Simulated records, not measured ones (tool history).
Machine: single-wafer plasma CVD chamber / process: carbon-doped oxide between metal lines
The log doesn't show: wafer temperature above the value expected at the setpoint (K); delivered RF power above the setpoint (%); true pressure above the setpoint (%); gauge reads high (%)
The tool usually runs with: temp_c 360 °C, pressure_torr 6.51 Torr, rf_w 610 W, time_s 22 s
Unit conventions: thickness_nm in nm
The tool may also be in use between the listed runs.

| run | day | temp_c | pressure_torr | rf_w | time_s | wafers since the last listed run | hours since the last thermocouple change | hours since the last RF generator calibration | hours since the last manometer calibration | hours since the showerhead was replaced | hours since the gauge calibration | read-back reference wafer on the same gauge, thickness_nm | thickness_nm |
|---|---|---|---|---|---|---|---|---|---|---|---|---|---|
| 1 | 0 | 360 | 6.51 | 610 | 22 | 0 | 2698.5 | 1565.8 | 122.4 | 4653.9 | 1402.9 | 123.957 | 134.018 |
| 2 | 1.496 | 360 | 6.51 | 610 | 22 | 713 | 2734.4 | 1601.7 | 158.3 | 4689.8 | 1438.8 | 124.065 | 133.935 |
| 3 | 4.162 | 360 | 6.51 | 610 | 22 | 1272 | 2798.4 | 1665.7 | 222.3 | 4753.8 | 1502.8 | 124.019 | 134.195 |
|  | 6.471 | thermocouple changed; heater temperature recalibrated |
| 4 | 6.492 | 360 | 6.51 | 610 | 22 | 952 | 0.5 | 1721.6 | 278.2 | 4809.7 | 1558.7 | 123.91 | 136.349 |
| 5 | 7.296 | 360 | 6.51 | 610 | 22 | 383 | 19.8 | 1740.9 | 297.5 | 4829 | 1578 | 124.058 | 136.162 |
|  | 9.767 | showerhead replaced |
| 6 | 9.788 | 360 | 7.77 | 610 | 22 | 1029 | 79.6 | 1800.7 | 357.3 | 0.5 | 1637.8 | 124.095 | 137.282 |
| 7 | 11.629 | 360 | 7.84 | 610 | 25.7 | 878 | 123.8 | 1844.9 | 401.5 | 44.7 | 1682 | 124.004 | 159.515 |
| 8 | 12.938 | 367 | 7.37 | 560 | 22 | 624 | 155.2 | 1876.3 | 432.9 | 76.1 | 1713.4 | 124.08 | 126.53 |
| 9 | 14.896 | 370 | 6.05 | 610 | 22 | 934 | 202.2 | 1923.3 | 479.9 | 123.1 | 1760.4 | 123.981 | 132.291 |
|  | 17.529 | RF generator calibrated |
| 10 | 17.55 | 360 | 6.51 | 610 | 22 | 1107 | 265.9 | 0.5 | 543.6 | 186.8 | 1824.1 | 124.016 | 139.028 |
| 11 | 19.525 | 360 | 6.51 | 610 | 22 | 942 | 313.3 | 47.9 | 591 | 234.2 | 1871.5 | 124.026 | 138.336 |
| 12 | 21.146 | 360 | 6.51 | 610 | 22 | 773 | 352.2 | 86.8 | 629.9 | 273.1 | 1910.4 | 124 | 138.329 |
| 13 | 22.846 | 360 | 5.14 | 610 | 22 | 811 | 393 | 127.6 | 670.7 | 313.9 | 1951.2 | 123.961 | 135.695 |
| 14 | 24.875 | 360 | 5.78 | 610 | 20 | 968 | 441.7 | 176.3 | 719.4 | 362.6 | 1999.9 | 123.998 | 125.042 |
| 15 | 27.771 | 360 | 6.51 | 610 | 22 | 1381 | 511.2 | 245.8 | 788.9 | 432.1 | 2069.4 | 124.004 | 137.628 |
| 16 | 28.854 | 360 | 6.51 | 610 | 22 | 516 | 537.2 | 271.8 | 814.9 | 458.1 | 2095.4 | 123.981 | 137.764 |
| 17 | 30.296 | 360 | 6.51 | 655 | 22 | 687 | 571.8 | 306.4 | 849.5 | 492.7 | 2130 | 123.923 | 144.337 |
| 18 | 33.254 | 375 | 6.51 | 675 | 23.4 | 1411 | 642.8 | 377.4 | 920.5 | 563.7 | 2201 | 124.126 | 151.188 |
| 19 | 34.683 | 360 | 7.51 | 610 | 26.2 | 681 | 677.1 | 411.7 | 954.8 | 598 | 2235.3 | 124.021 | 164.211 |
|  | 35.412 | gauge calibrated |
| 20 | 37.204 | 360 | 5.31 | 610 | 22 | 1202 | 737.6 | 472.2 | 1015.3 | 658.5 | 43 | 123.922 | 134.917 |
| 21 | 38.642 | 360 | 6.51 | 610 | 22 | 685 | 772.1 | 506.7 | 1049.8 | 693 | 77.5 | 123.881 | 137.012 |
| 22 | 40.217 | 355 | 5.57 | 610 | 22 | 751 | 809.9 | 544.5 | 1087.6 | 730.8 | 115.3 | 123.987 | 136.667 |
| 23 | 47.171 | 360 | 4.99 | 610 | 24.1 | 3317 | 976.8 | 711.4 | 1254.5 | 897.7 | 282.2 | 124.014 | 146.296 |
| 24 | 48.354 | 369 | 7.02 | 610 | 22 | 564 | 1005.2 | 739.8 | 1282.9 | 926.1 | 310.6 | 123.996 | 134.851 |
| 25 | 50.275 | 360 | 6.51 | 530 | 23.6 | 916 | 1051.3 | 785.9 | 1329 | 972.2 | 356.7 | 124.013 | 132.522 |
| 26 | 51.821 | 360 | 7.55 | 610 | 22 | 737 | 1088.4 | 823 | 1366.1 | 1009.3 | 393.8 | 123.951 | 137.111 |
| 27 | 53.858 | 360 | 7.98 | 610 | 22 | 972 | 1137.3 | 871.9 | 1415 | 1058.2 | 442.7 | 124.042 | 136.867 |
| 28 | 55.433 | 353 | 6.51 | 610 | 25.7 | 751 | 1175.1 | 909.7 | 1452.8 | 1096 | 480.5 | 123.925 | 160.963 |
| 29 | 57.138 | 360 | 6.51 | 555 | 20.1 | 813 | 1216 | 950.6 | 1493.7 | 1136.9 | 521.4 | 124.058 | 117 |

Each row is a separate what-if for the run after 29, all from the same tool condition, not one after another. Results?
| A | 57.154 | 360 | 6.51 | 610 | 22 | 7 | 1216.4 | 951 | 1494.1 | 1137.3 | 521.8 | ? | ? |
| B | 57.154 | 371 | 6.05 | 610 | 23.5 | 7 | 1216.4 | 951 | 1494.1 | 1137.3 | 521.8 | ? | ? |
| C | 57.154 | 360 | 8.04 | 610 | 22 | 7 | 1216.4 | 951 | 1494.1 | 1137.3 | 521.8 | ? | ? |

| run | read-back reference wafer on the same gauge, thickness_nm | thickness_nm |
|---|---|---|
| A | 123.937 | 136.133 |
| B | 123.937 | 141.245 |
| C | 123.937 | 137.394 |
With the hidden condition removed and each run's random variation left untouched, the same runs would have given:
| run | thickness_nm |
|---|---|
| A | 139.791 |
| B | 144.962 |
| C | 141.086 |
